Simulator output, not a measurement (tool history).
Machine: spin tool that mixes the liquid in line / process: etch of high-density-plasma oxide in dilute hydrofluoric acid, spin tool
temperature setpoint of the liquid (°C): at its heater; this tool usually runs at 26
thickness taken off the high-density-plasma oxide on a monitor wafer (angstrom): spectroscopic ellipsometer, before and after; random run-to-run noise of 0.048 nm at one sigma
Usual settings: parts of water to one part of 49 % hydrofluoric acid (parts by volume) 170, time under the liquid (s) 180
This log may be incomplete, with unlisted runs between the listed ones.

run   hour  temperature setpoint of the liquid (°C)  parts of water to one part of 49 % hydrofluoric acid (parts by volume)  time under the liquid (s)  read-back film thickness of the high-density-plasma oxide reference wafer, read on the same gauge (nm)  thickness taken off the high-density-plasma oxide on a monitor wafer (angstrom)
  1      0                                       26                                                                     170                        180                                                                                                      40                                                                               47
  2   13.9                                       26                                                                     170                        180                                                                                                   39.99                                                                             46.5
  3   21.6                                       26                                                                     170                        245                                                                                                   39.98                                                                               64
  4   73.8                                       26                                                                     170                        180                                                                                                   39.99                                                                             46.4
  5   82.5                                       26                                                                     115                        180                                                                                                   39.99                                                                             72.4
  6   89.2                                       26                                                                     115                        180                                                                                                   40.01                                                                             72.6
  7  101.6                                       26                                                                     115                        180                                                                                                   40.02                                                                             72.9
  8    110                                       23                                                                     170                        180                                                                                                      40                                                                             40.7
  9  122.2                                       26                                                                     195                        180                                                                                                   40.01                                                                             39.2
 10  135.7                                       26                                                                     195                        180                                                                                                   39.98                                                                             38.7
 11  149.7                                       26                                                                     195                        180                                                                                                      40                                                                               39
 12  159.7                                       30                                                                     170                        180                                                                                                      40                                                                               54
 13    167                                       26                                                                     170                        180                                                                                                   40.01                                                                             46.1
 14    185                                       26                                                                     195                        115                                                                                                      40                                                                             25.5
 15  201.1                                       29                                                                     170                        180                                                                                                   40.01                                                                               57
 16  215.2                                       26                                                                     170                        120                                                                                                   40.02                                                                             34.3
 17  224.6                                       28                                                                     110                        280                                                                                                   39.99                                                                            144.2
 18  232.2                                       26                                                                     250                         75                                                                                                   39.99                                                                             13.1
 19  238.5                                       24                                                                     110                        270                                                                                                   40.02                                                                            119.7
 20  254.9                                     28.5                                                                     170                        180                                                                                                      40                                                                             54.8
 21  268.1                                       26                                                                     170                        180                                                                                                   40.01                                                                             50.3
 22  277.5                                       26                                                                     135                        180                                                                                                      40                                                                             67.6
 23  325.5                                       26                                                                     170                        280                                                                                                   39.99                                                                             79.4
 24  341.4                                     27.5                                                                     215                        145                                                                                                      40                                                                             32.7
 25  350.9                                       26                                                                     135                        180                                                                                                   39.97                                                                             65.7
 26  366.1                                       26                                                                     170                        180                                                                                                      40                                                                             50.7
 27  379.3                                       26                                                                     170                        180                                                                                                   40.01                                                                             50.4

Put back what was entered between runs (3 entries, withheld): which listed runs does each sit between, and how does the hidden state differ from the listed run before to the listed run after?
From run 14 to run 15: thermometer replaced (hour 193.2)
  liquid colder than its thermometer reads (K): 3 -> 0.0968
  the result without the hidden state subtracted from the measured one, thickness taken off the high-density-plasma oxide on a monitor wafer (angstrom): -2.9 -> -0.2
From run 19 to run 20: hydrofluoric acid flow meter replaced (hour 244.5); gauge calibrated (hour 246.5)
  liquid colder than its thermometer reads (K): 0.184 -> 0.222
  the result without the hidden state subtracted from the measured one, thickness taken off the high-density-plasma oxide on a monitor wafer (angstrom): -0.9 -> -0.4
